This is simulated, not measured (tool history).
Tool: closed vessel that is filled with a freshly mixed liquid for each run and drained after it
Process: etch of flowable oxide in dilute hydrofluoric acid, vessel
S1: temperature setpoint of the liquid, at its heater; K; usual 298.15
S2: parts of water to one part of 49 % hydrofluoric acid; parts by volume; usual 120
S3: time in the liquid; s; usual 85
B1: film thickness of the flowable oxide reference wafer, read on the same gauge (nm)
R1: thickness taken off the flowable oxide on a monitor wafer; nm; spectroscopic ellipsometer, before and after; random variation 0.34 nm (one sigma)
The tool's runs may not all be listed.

run,hour,S1,S2,S3,B1,R1
1,0,298.15,120,85,60.02,36.94
2,107,298.15,120,85,59.98,36.75
3,195.4,298.15,120,85,60,37.4
# hour 202.3: hydrofluoric acid flow meter replaced
4,270,298.15,120,85,60.02,38.46
# hour 276.8: thermometer replaced
5,312.5,298.15,120,85,60,38.77
6,381.4,298.15,120,85,60.02,38.7
7,433.1,298.15,120,85,59.98,38.37
8,469.1,298.15,120,85,60.01,38.48
9,524.4,298.15,120,85,59.99,38.12
10,626,298.15,120,85,59.99,38.17
11,701.9,298.15,120,85,59.98,37.78
12,777.9,298.15,100,85,60,46.13
13,815.8,298.15,170,85,60.03,25.19
14,852.5,298.15,120,85,60.01,38.07
15,906.4,298.15,120,85,60.01,37.72
16,997.4,294.15,85,115,59.98,63.85
# hour 1079.2: thermometer replaced
17,1082.7,298.15,120,85,60.05,37.23
18,1136.6,298.15,80,85,60,60.26
# hour 1167.7: gauge calibrated
19,1226.1,298.15,120,110,60.01,48.82
20,1291.8,298.15,120,85,60.01,37.86
21,1387.8,298.15,120,55,59.98,24.26
# hour 1442.2: hydrofluoric acid flow meter replaced
22,1477.7,294.65,165,100,59.98,27.21
23,1556.3,303.15,95,85,60.01,59.9
24,1609.9,298.15,75,45,59.98,34.3
25,1654.7,298.15,120,110,59.97,49.74
26,1721.9,293.65,120,105,60,39.11
27,1773.5,298.15,75,45,60.01,34.56
# hour 1822.9: thermometer replaced
28,1855.1,298.15,175,85,59.99,24.26
29,1901,298.15,140,85,60,31.69
30,1948.6,298.15,120,85,59.98,37.57
31,2133.5,298.15,120,130,60.01,57.69
32,2212.9,298.15,120,85,60.01,38.16

5 ways to go on from here, each from the tool as it stands after run 32. What would each give?
A,2213.6,294.65,120,85,?,?
B,2213.6,300.65,155,135,?,?
C,2213.6,301.65,120,85,?,?
D,2213.6,300.15,120,120,?,?
E,2213.6,296.15,120,85,?,?

run,B1,R1
A,59.99,33.04
B,59.99,49.01
C,59.99,43.29
D,59.99,57.77
E,59.99,35.06
Without the tool's hidden state the same runs would have given:
run,R1
A,33.98
B,50.47
C,44.54
D,59.43
E,36.06
